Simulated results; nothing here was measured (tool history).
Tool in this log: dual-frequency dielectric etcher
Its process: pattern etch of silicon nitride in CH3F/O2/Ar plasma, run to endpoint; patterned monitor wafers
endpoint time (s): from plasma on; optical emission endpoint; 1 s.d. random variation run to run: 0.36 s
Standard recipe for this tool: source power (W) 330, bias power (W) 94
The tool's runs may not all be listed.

| run | day | source power (W) | bias power (W) | incoming incoming film thickness, nm | endpoint time (s) |
|---|---|---|---|---|---|
| 1 | 0.000 | 330 | 94 | 58.3 | 80.7 |
| 2 | 4.079 | 390 | 81 | 58.5 | 82.6 |
| 3 | 7.267 | 390 | 81 | 58.3 | 82.2 |
| 4 | 8.929 | 330 | 94 | 59.1 | 80.4 |
| 5 | 14.771 | 330 | 94 | 58.2 | 78.6 |
|  | 17.258 | wet clean of the chamber |
| 6 | 17.279 | 330 | 94 | 58.2 | 81.8 |
|  | 21.254 | upper electrode replaced |
| 7 | 21.338 | 330 | 94 | 57.9 | 80.2 |
| 8 | 25.808 | 330 | 94 | 57.8 | 79.7 |
| 9 | 27.492 | 330 | 107 | 58.4 | 75.1 |
| 10 | 31.812 | 330 | 94 | 58.3 | 79.8 |
| 11 | 33.725 | 330 | 94 | 58.8 | 80.0 |
|  | 34.979 | source power generator calibrated |
| 12 | 35.896 | 300 | 72 | 58.6 | 95.8 |
| 13 | 40.054 | 300 | 117 | 58.4 | 72.1 |
|  | 42.250 | wet clean of the chamber |
| 14 | 44.508 | 250 | 117 | 58.3 | 80.7 |
| 15 | 47.446 | 360 | 107 | 58.6 | 74.5 |
|  | 48.412 | bias power generator calibrated |
| 16 | 51.000 | 330 | 94 | 58.5 | 81.7 |
| 17 | 53.888 | 330 | 94 | 58.7 | 81.4 |
| 18 | 57.517 | 330 | 94 | 58.9 | 80.7 |
| 19 | 59.279 | 400 | 94 | 58.5 | 75.4 |
| 20 | 63.567 | 280 | 88 | 58.5 | 87.4 |
| 21 | 65.238 | 330 | 75 | 58.8 | 90.0 |
|  | 67.079 | wet clean of the chamber |
| 22 | 68.988 | 400 | 100 | 58.1 | 74.0 |

Difference, measured minus no-hidden-state, one row per run. Run-to-run variation is common to both terms; the gauge's own scatter need not be:
Unlogged tool condition in this case: etch rate over this chamber's usual, %; source power that arrives over what is set, %; bias power that arrives over what is set, %.
| run | endpoint time (s) |
|---|---|
| 1 | -1.5 |
| 2 | -2.2 |
| 3 | -2.7 |
| 4 | -2.9 |
| 5 | -3.7 |
| 6 | -0.5 |
| 7 | -1.1 |
| 8 | -1.8 |
| 9 | -1.9 |
| 10 | -2.7 |
| 11 | -3.0 |
| 12 | -4.0 |
| 13 | -3.7 |
| 14 | +0.0 |
| 15 | -0.4 |
| 16 | -1.0 |
| 17 | -1.5 |
| 18 | -2.0 |
| 19 | -2.2 |
| 20 | -3.2 |
| 21 | -3.6 |
| 22 | -0.3 |

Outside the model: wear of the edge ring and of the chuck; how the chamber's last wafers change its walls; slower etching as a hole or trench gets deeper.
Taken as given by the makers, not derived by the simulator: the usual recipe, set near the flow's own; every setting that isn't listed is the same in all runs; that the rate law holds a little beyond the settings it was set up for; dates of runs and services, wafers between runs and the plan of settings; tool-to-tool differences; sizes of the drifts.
